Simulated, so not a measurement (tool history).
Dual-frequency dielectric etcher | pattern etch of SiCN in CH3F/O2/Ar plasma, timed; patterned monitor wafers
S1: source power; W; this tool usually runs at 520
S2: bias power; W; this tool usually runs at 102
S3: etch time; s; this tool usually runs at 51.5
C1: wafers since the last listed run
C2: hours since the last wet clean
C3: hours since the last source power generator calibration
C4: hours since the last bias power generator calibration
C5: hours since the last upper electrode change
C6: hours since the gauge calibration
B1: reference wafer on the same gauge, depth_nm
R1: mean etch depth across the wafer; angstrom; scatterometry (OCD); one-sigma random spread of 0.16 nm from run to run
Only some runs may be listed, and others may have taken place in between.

Run 1, hour 0.0: usual settings but S1 550 W; C1 0; C2 352.2; C3 4585.2; C4 4011.2; C5 3392.1; C6 242.3; B1 20.10. Result: R1 267.6 angstrom.
Run 2, hour 34.8: usual settings but S2 90 W; C1 270; C2 387.0; C3 4620.0; C4 4046.0; C5 3426.9; C6 277.1; B1 20.12. Result: R1 242.6 angstrom.
Run 3, hour 48.0: usual settings but S2 90 W; C1 102; C2 400.2; C3 4633.2; C4 4059.2; C5 3440.1; C6 290.3; B1 20.08. Result: R1 243.0 angstrom.
Run 4, hour 62.1: usual settings but S2 90 W; C1 109; C2 414.3; C3 4647.3; C4 4073.3; C5 3454.2; C6 304.4; B1 20.14. Result: R1 241.1 angstrom.
Run 5, hour 86.3: usual settings but S1 440 W; C1 187; C2 438.5; C3 4671.5; C4 4097.5; C5 3478.4; C6 328.6; B1 20.06. Result: R1 238.3 angstrom.
Run 6, hour 110.4: usual settings but S1 440 W; C1 187; C2 462.6; C3 4695.6; C4 4121.6; C5 3502.5; C6 352.7; B1 20.09. Result: R1 237.7 angstrom.
At hour 153.0: wet clean of the chamber.
Run 7, hour 153.5: usual settings but S1 440 W; C1 148; C2 0.5; C3 4738.7; C4 4164.7; C5 3545.6; C6 395.8; B1 20.11. Result: R1 227.2 angstrom.
Run 8, hour 160.0: usual settings; C1 50; C2 7.0; C3 4745.2; C4 4171.2; C5 3552.1; C6 402.3; B1 20.10. Result: R1 254.3 angstrom.
At hour 169.1: gauge calibrated.
Run 9, hour 183.2: usual settings but S2 119 W; C1 180; C2 30.2; C3 4768.4; C4 4194.4; C5 3575.3; C6 14.1; B1 20.09. Result: R1 275.8 angstrom.
Run 10, hour 197.1: usual settings but S1 620 W, S2 80 W, S3 41.0 s; C1 107; C2 44.1; C3 4782.3; C4 4208.3; C5 3589.2; C6 28.0; B1 20.06. Result: R1 195.4 angstrom.
At hour 209.6: source power generator calibrated.
At hour 233.8: upper electrode replaced, of another model than before.
Run 11, hour 234.3: usual settings but S2 78 W, S3 44.0 s; C1 71; C2 81.3; C3 24.7; C4 4245.5; C5 0.5; C6 65.2; B1 20.07. Result: R1 177.0 angstrom.
At hour 250.2: bias power generator calibrated.
Run 12, hour 250.7: usual settings but S3 62.5 s; C1 96; C2 97.7; C3 41.1; C4 0.5; C5 16.9; C6 81.6; B1 20.06. Result: R1 310.0 angstrom.
Run 13, hour 277.6: usual settings but S1 430 W; C1 208; C2 124.6; C3 68.0; C4 27.4; C5 43.8; C6 108.5; B1 20.11. Result: R1 238.6 angstrom.
Run 14, hour 295.1: usual settings but S2 81 W; C1 135; C2 142.1; C3 85.5; C4 44.9; C5 61.3; C6 126.0; B1 20.11. Result: R1 217.1 angstrom.
Run 15, hour 317.6: usual settings but S1 480 W; C1 174; C2 164.6; C3 108.0; C4 67.4; C5 83.8; C6 148.5; B1 20.12. Result: R1 249.9 angstrom.
Run 16, hour 339.9: usual settings; C1 173; C2 186.9; C3 130.3; C4 89.7; C5 106.1; C6 170.8; B1 20.12. Result: R1 258.1 angstrom.
Run 17, hour 354.0: usual settings; C1 109; C2 201.0; C3 144.4; C4 103.8; C5 120.2; C6 184.9; B1 20.12. Result: R1 256.9 angstrom.

Run-by-run hidden state of the tool:
source power that arrives over what is set, %: 0 on each run
bias power that arrives over what is set, %: 0 on each run
gauge reads high (%): 0 on each run
H1: etch rate over this chamber's usual, %
run     H1
  1   3.06
  2   3.45
  3    3.6
  4   3.76
  5   4.03
  6    4.3
  7  0.933
  8   1.01
  9   1.26
 10   1.42
 11   1.84
 12   2.02
 13   2.32
 14   2.51
 15   2.77
 16   3.01
 17   3.17
